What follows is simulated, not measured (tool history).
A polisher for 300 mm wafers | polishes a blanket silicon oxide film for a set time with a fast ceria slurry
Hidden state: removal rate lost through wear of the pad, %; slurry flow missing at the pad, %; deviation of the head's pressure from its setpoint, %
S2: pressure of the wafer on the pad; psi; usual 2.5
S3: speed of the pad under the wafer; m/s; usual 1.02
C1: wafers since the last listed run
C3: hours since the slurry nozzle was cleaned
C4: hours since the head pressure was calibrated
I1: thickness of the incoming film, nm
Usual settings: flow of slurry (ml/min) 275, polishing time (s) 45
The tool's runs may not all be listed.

run 1 hour=0 | flow_of_slurry_(ml/min)=275 S2=2.5 S3=1.02 polishing_time_(s)=45 | C1=0 wafers_polished_on_this_pad=723 C3=139.2 C4=483 | I1=1854.6 | film_removed_(nm)=695
run 2 hour=8.9 | flow_of_slurry_(ml/min)=275 S2=2.5 S3=1.02 polishing_time_(s)=45 | C1=98 wafers_polished_on_this_pad=822 C3=148.1 C4=491.9 | I1=1831.3 | film_removed_(nm)=701.6
run 3 hour=18.7 | flow_of_slurry_(ml/min)=275 S2=2.5 S3=1.02 polishing_time_(s)=49 | C1=108 wafers_polished_on_this_pad=930 C3=157.9 C4=501.7 | I1=1872.7 | film_removed_(nm)=764
run 4 hour=32.4 | flow_of_slurry_(ml/min)=275 S2=2.5 S3=1.02 polishing_time_(s)=49 | C1=152 wafers_polished_on_this_pad=1083 C3=171.6 C4=515.4 | I1=1851.3 | film_removed_(nm)=757.2
run 5 hour=43.4 | flow_of_slurry_(ml/min)=275 S2=2.5 S3=1.02 polishing_time_(s)=49 | C1=122 wafers_polished_on_this_pad=1205 C3=182.6 C4=526.4 | I1=1856.4 | film_removed_(nm)=776.1
-- hour=46.5 head pressure recalibrated
run 6 hour=57.3 | flow_of_slurry_(ml/min)=275 S2=2.5 S3=1.02 polishing_time_(s)=45 | C1=132 wafers_polished_on_this_pad=1337 C3=196.5 C4=10.8 | I1=1838 | film_removed_(nm)=661.7
run 7 hour=73.8 | flow_of_slurry_(ml/min)=275 S2=2.9 S3=1.02 polishing_time_(s)=45 | C1=183 wafers_polished_on_this_pad=1520 C3=213 C4=27.3 | I1=1868.2 | film_removed_(nm)=724.7
-- hour=78.4 worn pad replaced by a new one
run 8 hour=82.1 | flow_of_slurry_(ml/min)=275 S2=2.9 S3=1.02 polishing_time_(s)=45 | C1=47 wafers_polished_on_this_pad=41 C3=221.3 C4=35.6 | I1=1826 | film_removed_(nm)=746
run 9 hour=98.9 | flow_of_slurry_(ml/min)=245 S2=2.5 S3=1.02 polishing_time_(s)=45 | C1=186 wafers_polished_on_this_pad=227 C3=238.1 C4=52.4 | I1=1868.2 | film_removed_(nm)=652.4
run 10 hour=110.5 | flow_of_slurry_(ml/min)=245 S2=2.5 S3=1.02 polishing_time_(s)=45 | C1=128 wafers_polished_on_this_pad=356 C3=249.7 C4=64 | I1=1876.4 | film_removed_(nm)=650.8
run 11 hour=116.5 | flow_of_slurry_(ml/min)=275 S2=2.5 S3=1.02 polishing_time_(s)=45 | C1=66 wafers_polished_on_this_pad=423 C3=255.7 C4=70 | I1=1833.2 | film_removed_(nm)=657.7
run 12 hour=130.8 | flow_of_slurry_(ml/min)=275 S2=2.5 S3=1.02 polishing_time_(s)=50 | C1=158 wafers_polished_on_this_pad=581 C3=270 C4=84.3 | I1=1840 | film_removed_(nm)=732.7
run 13 hour=182 | flow_of_slurry_(ml/min)=275 S2=2.5 S3=1.02 polishing_time_(s)=45 | C1=568 wafers_polished_on_this_pad=1150 C3=321.2 C4=135.5 | I1=1839.3 | film_removed_(nm)=653.2
-- hour=196.6 worn pad replaced by a new one
run 14 hour=198.8 | flow_of_slurry_(ml/min)=355 S2=2.5 S3=1.02 polishing_time_(s)=45 | C1=142 wafers_polished_on_this_pad=24 C3=338 C4=152.3 | I1=1878.1 | film_removed_(nm)=667.7
run 15 hour=214.3 | flow_of_slurry_(ml/min)=275 S2=2.5 S3=1.02 polishing_time_(s)=45 | C1=172 wafers_polished_on_this_pad=196 C3=353.5 C4=167.8 | I1=1850 | film_removed_(nm)=663.3
run 16 hour=229.9 | flow_of_slurry_(ml/min)=185 S2=1.9 S3=0.72 polishing_time_(s)=58 | C1=173 wafers_polished_on_this_pad=370 C3=369.1 C4=183.4 | I1=1822.5 | film_removed_(nm)=503.4
run 17 hour=241.6 | flow_of_slurry_(ml/min)=275 S2=2.5 S3=1.02 polishing_time_(s)=57 | C1=129 wafers_polished_on_this_pad=499 C3=380.8 C4=195.1 | I1=1867.1 | film_removed_(nm)=836.1
run 18 hour=249.6 | flow_of_slurry_(ml/min)=235 S2=1.8 S3=0.72 polishing_time_(s)=60 | C1=88 wafers_polished_on_this_pad=588 C3=388.8 C4=203.1 | I1=1852.3 | film_removed_(nm)=513.4
run 19 hour=260 | flow_of_slurry_(ml/min)=275 S2=2.5 S3=0.78 polishing_time_(s)=45 | C1=115 wafers_polished_on_this_pad=704 C3=399.2 C4=213.5 | I1=1868.2 | film_removed_(nm)=531.6
run 20 hour=276.7 | flow_of_slurry_(ml/min)=275 S2=2.5 S3=1.12 polishing_time_(s)=45 | C1=185 wafers_polished_on_this_pad=889 C3=415.9 C4=230.2 | I1=1842.3 | film_removed_(nm)=722.9

Run 21 comes next. What will it give?
run 21 hour=291 | flow_of_slurry_(ml/min)=275 S2=2.5 S3=1.02 polishing_time_(s)=49 | C1=158 wafers_polished_on_this_pad=1048 C3=430.2 C4=244.5 | I1=1825.8 | film_removed_(nm)=?

Run 21 gave film removed (nm) 720.7.
Without the tool's hidden state the same run would have given film removed (nm) 716.6.

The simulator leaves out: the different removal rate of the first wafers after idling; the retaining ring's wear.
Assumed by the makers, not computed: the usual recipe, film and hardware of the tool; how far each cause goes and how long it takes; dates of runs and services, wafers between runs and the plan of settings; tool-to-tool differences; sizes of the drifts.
